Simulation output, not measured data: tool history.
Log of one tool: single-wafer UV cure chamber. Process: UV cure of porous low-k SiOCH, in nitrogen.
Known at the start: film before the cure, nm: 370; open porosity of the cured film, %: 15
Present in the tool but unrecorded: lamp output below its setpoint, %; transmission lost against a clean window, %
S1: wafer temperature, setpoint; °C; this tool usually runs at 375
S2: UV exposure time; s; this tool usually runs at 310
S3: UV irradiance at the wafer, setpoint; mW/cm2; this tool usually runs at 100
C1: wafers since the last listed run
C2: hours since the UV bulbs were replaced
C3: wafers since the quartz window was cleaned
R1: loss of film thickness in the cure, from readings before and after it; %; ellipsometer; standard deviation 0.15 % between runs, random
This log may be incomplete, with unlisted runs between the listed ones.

run	hour	S1	S2	S3	C1	C2	C3	R1
1	0.0	379	310	100	0	1403.1	1119	10.999
2	18.1	379	310	100	137	1421.2	1257	11.059
3	45.0	379	310	100	204	1448.1	1462	10.940
4	63.4	375	425	100	139	1466.5	1602	12.510
5	88.7	375	425	100	192	1491.8	1794	12.064
6	124.3	375	425	100	270	1527.4	2065	11.728
# hour 148.3: quartz window cleaned
7	148.8	375	310	100	125	1551.9	3	11.588
# hour 166.9: UV bulbs replaced
8	176.1	375	310	83	146	9.2	150	10.500
9	190.4	379	310	100	108	23.5	259	11.575
10	225.1	375	310	129	263	58.2	523	12.549
11	269.8	375	425	100	340	102.9	863	12.587
12	292.5	390	310	120	172	125.6	1036	11.942
13	305.2	387	185	67	96	138.3	1132	7.424
14	336.9	375	130	61	241	170.0	1373	5.686

Below are 3 alternative next runs, each starting from the tool's condition after run 14. Predict each:
A	337.4	375	310	100	3	170.5	1377	?
B	337.4	390	310	86	3	170.5	1377	?
C	337.4	375	485	117	3	170.5	1377	?

run	R1
A	10.799
B	10.409
C	13.508
Had the tool no hidden state, the same runs would have come out as:
run	R1
A	11.394
B	10.998
C	14.134
